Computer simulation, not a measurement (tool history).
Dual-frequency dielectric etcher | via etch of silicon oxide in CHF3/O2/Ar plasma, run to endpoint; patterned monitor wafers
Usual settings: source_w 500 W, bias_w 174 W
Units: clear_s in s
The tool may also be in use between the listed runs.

run	hour	source_w	bias_w	wafers since the last listed run	hours since the last wet clean	hours since the last source power generator calibration	hours since the last bias power generator calibration	hours since the last upper electrode change	incoming incoming film thickness, nm	clear_s
1	0	500	174	0	592.8	2643.2	3821.6	4404.9	501.8	303.3
2	50.8	500	174	337	643.6	2694	3872.4	4455.7	496.5	301.2
3	115	500	174	426	707.8	2758.2	3936.6	4519.9	501.5	310.4
# hour 167.7: wet clean of the chamber
4	174.8	500	174	238	7.1	2818	3996.4	4579.7	497.4	289.5
5	247.7	500	174	484	80	2890.9	4069.3	4652.6	494.4	288.3
# hour 297.8: bias power generator calibrated
6	345.3	470	174	622	177.6	2988.5	47.5	4750.2	493.6	302.2
# hour 423.4: source power generator calibrated
7	616.9	470	174	1779	449.2	193.5	319.1	5021.8	501.5	311.5
8	683.9	470	174	445	516.2	260.5	386.1	5088.8	499	311.6
9	731.3	500	174	315	563.6	307.9	433.5	5136.2	498.9	304.4
# hour 797.4: wet clean of the chamber
10	832.7	440	201	514	35.3	409.3	534.9	5237.6	494.8	291.8
11	888.7	500	174	372	91.3	465.3	590.9	5293.6	495.4	286.2
# hour 962.5: upper electrode replaced
12	963	440	159	334	165.6	539.6	665.2	0.5	499.5	324.3
13	1048.3	420	174	567	250.9	624.9	750.5	85.8	500.2	325.1
14	1138.2	560	174	597	340.8	714.8	840.4	175.7	496.6	279.7
15	1186.4	500	174	320	389	763	888.6	223.9	495.4	292.1
16	1235.5	500	141	326	438.1	812.1	937.7	273	502	321.4
17	1319.6	500	174	559	522.2	896.2	1021.8	357.1	496.2	297.3
18	1356.7	440	186	246	559.3	933.3	1058.9	394.2	499.8	315.6
19	1415.2	500	174	389	617.8	991.8	1117.4	452.7	497.8	302.1
20	1455.2	500	174	265	657.8	1031.8	1157.4	492.7	497.8	306.2
21	1500.5	600	195	301	703.1	1077.1	1202.7	538	494.4	266.4
# hour 1557.7: wet clean of the chamber
22	1593.9	500	174	461	36.2	1170.5	1296.1	631.4	498.6	287.3
23	1675.1	570	211	539	117.4	1251.7	1377.3	712.6	499.1	256.2
24	1728.1	500	174	352	170.4	1304.7	1430.3	765.6	496.1	288.4
25	1810.8	550	131	549	253.1	1387.4	1513	848.3	492	304.5
26	1860.1	460	134	327	302.4	1436.7	1562.3	897.6	500.6	335.1
27	1911.4	500	174	341	353.7	1488	1613.6	948.9	501.4	296
28	1993.5	390	161	545	435.8	1570.1	1695.7	1031	498.8	354.2
29	2078.1	410	161	562	520.4	1654.7	1780.3	1115.6	503.2	345.1
30	2114.5	390	174	242	556.8	1691.1	1816.7	1152	497.8	342.7
# hour 2162.3: wet clean of the chamber
31	2203.1	410	163	429	40.8	1779.7	1905.3	1240.6	499.5	332
32	2277.6	570	187	495	115.3	1854.2	1979.8	1315.1	491.6	266.8
33	2361.8	590	199	559	199.5	1938.4	2064	1399.3	496.2	257
34	2450.3	500	174	588	288	2026.9	2152.5	1487.8	498.1	297.7

Forecast each of these 5 alternatives for the next run:
A	2450.8	500	174	3	288.5	2027.4	2153	1488.3	497.6	?
B	2450.8	430	174	3	288.5	2027.4	2153	1488.3	497.6	?
C	2450.8	460	197	3	288.5	2027.4	2153	1488.3	497.6	?
D	2450.8	400	134	3	288.5	2027.4	2153	1488.3	497.6	?
E	2450.8	530	140	3	288.5	2027.4	2153	1488.3	497.6	?

run	clear_s
A	297.5
B	322.7
C	298
D	366.8
E	309.9
Without the tool's hidden state the same runs would have given:
run	clear_s
A	289.3
B	313.8
C	289.8
D	356.8
E	301.4
